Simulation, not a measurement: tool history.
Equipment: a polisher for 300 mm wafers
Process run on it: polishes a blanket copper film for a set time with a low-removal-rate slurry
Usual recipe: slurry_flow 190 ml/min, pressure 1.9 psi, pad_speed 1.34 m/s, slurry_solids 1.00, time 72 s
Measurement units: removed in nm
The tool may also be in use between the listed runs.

| run | hour | slurry_flow | pressure | pad_speed | slurry_solids | time | wafers since the last listed run | wafers polished on this pad | hours since the slurry nozzle was cleaned | hours since the head pressure was calibrated | hours since the slurry blender was calibrated | incoming thickness of the incoming film, nm | removed |
|---|---|---|---|---|---|---|---|---|---|---|---|---|---|
| 1 | 0.0 | 190 | 1.9 | 1.34 | 1.00 | 72 | 0 | 1224 | 406.3 | 412.9 | 332.5 | 1560.2 | 172.2 |
|  | 8.5 | slurry nozzle cleaned |
|  | 28.9 | worn pad replaced by a new one |
|  | 52.7 | slurry blender recalibrated |
| 2 | 53.2 | 190 | 1.9 | 1.34 | 1.00 | 72 | 312 | 151 | 44.7 | 466.1 | 0.5 | 1577.9 | 180.7 |
| 3 | 92.7 | 190 | 1.9 | 1.34 | 1.00 | 72 | 267 | 418 | 84.2 | 505.6 | 40.0 | 1552.1 | 180.1 |
| 4 | 148.4 | 190 | 1.9 | 1.34 | 1.00 | 72 | 377 | 795 | 139.9 | 561.3 | 95.7 | 1597.1 | 175.3 |
| 5 | 198.8 | 190 | 1.9 | 1.34 | 1.00 | 72 | 341 | 1136 | 190.3 | 611.7 | 146.1 | 1554.2 | 175.2 |
|  | 259.6 | worn pad replaced by a new one |
| 6 | 263.9 | 190 | 1.9 | 1.34 | 1.00 | 72 | 413 | 29 | 255.4 | 676.8 | 211.2 | 1585.1 | 166.3 |
| 7 | 329.6 | 190 | 1.9 | 1.34 | 1.00 | 72 | 444 | 473 | 321.1 | 742.5 | 276.9 | 1588.5 | 160.4 |
|  | 349.5 | slurry nozzle cleaned |
|  | 357.9 | slurry blender recalibrated |
| 8 | 391.5 | 190 | 1.9 | 1.34 | 1.00 | 72 | 398 | 872 | 42.0 | 804.4 | 33.6 | 1544.8 | 159.4 |
| 9 | 417.0 | 190 | 1.9 | 1.34 | 1.00 | 72 | 172 | 1045 | 67.5 | 829.9 | 59.1 | 1563.6 | 156.4 |
| 10 | 447.0 | 190 | 1.9 | 1.34 | 1.00 | 72 | 203 | 1248 | 97.5 | 859.9 | 89.1 | 1533.8 | 152.5 |
| 11 | 492.2 | 190 | 1.9 | 1.34 | 1.00 | 72 | 306 | 1554 | 142.7 | 905.1 | 134.3 | 1549.2 | 154.6 |
|  | 499.1 | worn pad replaced by a new one, repeated, since the last time left the tool worse |
| 12 | 524.2 | 190 | 1.9 | 1.10 | 1.00 | 59 | 189 | 169 | 174.7 | 937.1 | 166.3 | 1573.6 | 132.0 |
| 13 | 582.8 | 165 | 1.6 | 1.34 | 1.00 | 66 | 396 | 566 | 233.3 | 995.7 | 224.9 | 1544.6 | 138.0 |
| 14 | 610.4 | 240 | 1.9 | 1.34 | 1.25 | 72 | 186 | 753 | 260.9 | 1023.3 | 252.5 | 1595.0 | 187.1 |
| 15 | 674.0 | 190 | 1.3 | 1.68 | 1.00 | 83 | 430 | 1183 | 324.5 | 1086.9 | 316.1 | 1578.8 | 168.4 |
|  | 685.1 | worn pad replaced by a new one |
|  | 686.8 | slurry blender recalibrated |
| 16 | 713.0 | 230 | 2.4 | 1.58 | 1.15 | 72 | 225 | 177 | 363.5 | 1125.9 | 26.2 | 1560.3 | 261.3 |

For run 17, what comes out?
|  | 728.8 | slurry nozzle cleaned |
| 17 | 770.9 | 190 | 1.9 | 1.34 | 1.00 | 72 | 385 | 562 | 42.1 | 1183.8 | 84.1 | 1583.0 | ? |

{"run 17": {"removed": 181.6}}
With the hidden condition absent and the run-to-run variation left alone, this run would have shown removed 186.5 nm.
